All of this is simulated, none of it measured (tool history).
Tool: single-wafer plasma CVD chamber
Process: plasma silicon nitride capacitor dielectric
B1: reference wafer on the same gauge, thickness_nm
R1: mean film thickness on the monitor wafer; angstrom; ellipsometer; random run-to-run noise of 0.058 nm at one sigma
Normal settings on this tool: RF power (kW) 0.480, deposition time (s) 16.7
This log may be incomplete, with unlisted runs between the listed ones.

Run 1, hour 0.0: usual settings but deposition time (s) 15.6; B1 24.800. Result: R1 236.78 angstrom.
Run 2, hour 13.3: usual settings but deposition time (s) 15.6; B1 24.803. Result: R1 236.56 angstrom.
Run 3, hour 39.8: usual settings but RF power (kW) 0.435; B1 24.831. Result: R1 241.08 angstrom.
Run 4, hour 53.0: usual settings but RF power (kW) 0.435; B1 24.797. Result: R1 242.24 angstrom.
Run 5, hour 86.2: usual settings but RF power (kW) 0.435; B1 24.787. Result: R1 242.72 angstrom.
Run 6, hour 121.7: usual settings but RF power (kW) 0.510; B1 24.801. Result: R1 259.02 angstrom.
Run 7, hour 145.8: usual settings but deposition time (s) 16.0; B1 24.808. Result: R1 241.39 angstrom.
Run 8, hour 181.2: usual settings but deposition time (s) 16.0; B1 24.816. Result: R1 241.54 angstrom.
Run 9, hour 207.6: usual settings; B1 24.802. Result: R1 252.54 angstrom.
Run 10, hour 220.7: usual settings; B1 24.803. Result: R1 250.57 angstrom.
Run 11, hour 235.9: usual settings; B1 24.792. Result: R1 251.04 angstrom.
Run 12, hour 324.6: usual settings but RF power (kW) 0.540, deposition time (s) 19.1; B1 24.824. Result: R1 302.24 angstrom.
Run 13, hour 344.7: usual settings but RF power (kW) 0.450; B1 24.784. Result: R1 242.95 angstrom.
Run 14, hour 378.9: usual settings but deposition time (s) 17.9; B1 24.816. Result: R1 266.44 angstrom.
Run 15, hour 395.1: usual settings but deposition time (s) 17.9; B1 24.822. Result: R1 268.06 angstrom.
Run 16, hour 417.7: usual settings; B1 24.804. Result: R1 249.62 angstrom.
Run 17, hour 447.7: usual settings; B1 24.822. Result: R1 248.68 angstrom.
Run 18, hour 478.6: usual settings; B1 24.819. Result: R1 247.17 angstrom.
At hour 483.9: gauge calibrated.
Run 19, hour 509.8: usual settings; B1 24.784. Result: R1 247.19 angstrom.
Run 20, hour 521.9: usual settings but RF power (kW) 0.410, deposition time (s) 17.9; B1 24.796. Result: R1 247.05 angstrom.
Run 21, hour 535.0: usual settings but RF power (kW) 0.550, deposition time (s) 18.2; B1 24.794. Result: R1 285.20 angstrom.
Run 22, hour 555.1: usual settings but RF power (kW) 0.410, deposition time (s) 14.9; B1 24.805. Result: R1 205.18 angstrom.
Run 23, hour 578.0: usual settings; B1 24.818. Result: R1 246.13 angstrom.
At hour 589.3: RF generator calibrated.
At hour 603.6: showerhead replaced.
Run 24, hour 604.1: usual settings but deposition time (s) 16.0; B1 24.792. Result: R1 247.03 angstrom.
Run 25, hour 614.0: usual settings but deposition time (s) 18.0; B1 24.806. Result: R1 276.39 angstrom.
Run 26, hour 637.8: usual settings but RF power (kW) 0.430, deposition time (s) 13.5; B1 24.806. Result: R1 198.08 angstrom.
Run 27, hour 664.0: usual settings but RF power (kW) 0.410, deposition time (s) 14.6; B1 24.788. Result: R1 209.96 angstrom.
Run 28, hour 688.0: usual settings but RF power (kW) 0.415, deposition time (s) 19.8; B1 24.818. Result: R1 285.57 angstrom.
Run 29, hour 707.2: usual settings but deposition time (s) 14.0; B1 24.799. Result: R1 215.77 angstrom.
Run 30, hour 721.5: usual settings but RF power (kW) 0.415; B1 24.793. Result: R1 240.56 angstrom.
Run 31, hour 739.3: usual settings but RF power (kW) 0.415, deposition time (s) 19.8; B1 24.792. Result: R1 285.00 angstrom.
Run 32, hour 771.4: usual settings but RF power (kW) 0.390, deposition time (s) 17.7; B1 24.793. Result: R1 247.09 angstrom.
Run 33, hour 802.7: usual settings but RF power (kW) 0.415, deposition time (s) 19.8; B1 24.794. Result: R1 285.56 angstrom.
Run 34, hour 823.0: usual settings but RF power (kW) 0.440, deposition time (s) 18.7; B1 24.790. Result: R1 277.06 angstrom.
Run 35, hour 854.8: usual settings; B1 24.779. Result: R1 257.29 angstrom.
Run 36, hour 875.9: usual settings but RF power (kW) 0.525, deposition time (s) 18.2; B1 24.793. Result: R1 291.09 angstrom.
Run 37, hour 967.4: usual settings but deposition time (s) 18.1; B1 24.777. Result: R1 278.10 angstrom.
Run 38, hour 986.3: usual settings; B1 24.799. Result: R1 256.58 angstrom.
Run 39, hour 1011.0: usual settings but RF power (kW) 0.570, deposition time (s) 18.8; B1 24.835. Result: R1 310.86 angstrom.
Run 40, hour 1027.7: usual settings but RF power (kW) 0.510, deposition time (s) 18.2; B1 24.776. Result: R1 287.71 angstrom.
Run 41, hour 1055.9: usual settings but RF power (kW) 0.575, deposition time (s) 14.1; B1 24.800. Result: R1 234.07 angstrom.
Run 42, hour 1084.0: usual settings; B1 24.786. Result: R1 255.50 angstrom.
Run 43, hour 1117.0: usual settings; B1 24.801. Result: R1 256.42 angstrom.
Run 44, hour 1144.8: usual settings; B1 24.800. Result: R1 257.46 angstrom.

Give the tool's hidden conditions for every run:
gauge reads high (%): 0, the same for each run
H1: delivered RF power above the setpoint (%)
run      H1
  1    -4.1
  2    -4.2
  3   -4.41
  4   -4.51
  5   -4.78
  6   -5.08
  7   -5.29
  8    -5.6
  9   -5.84
 10   -5.96
 11    -6.1
 12   -6.96
 13   -7.16
 14   -7.51
 15   -7.68
 16   -7.93
 17   -8.25
 18   -8.59
 19   -8.95
 20   -9.09
 21   -9.24
 22   -9.47
 23   -9.75
 24  -0.947
 25  -0.948
 26  -0.955
 27  -0.967
 28  -0.983
 29  -0.999
 30   -1.01
 31   -1.03
 32   -1.07
 33   -1.12
 34   -1.15
 35   -1.21
 36   -1.26
 37   -1.49
 38   -1.55
 39   -1.62
 40   -1.68
 41   -1.77
 42   -1.88
 43   -2.01
 44   -2.12

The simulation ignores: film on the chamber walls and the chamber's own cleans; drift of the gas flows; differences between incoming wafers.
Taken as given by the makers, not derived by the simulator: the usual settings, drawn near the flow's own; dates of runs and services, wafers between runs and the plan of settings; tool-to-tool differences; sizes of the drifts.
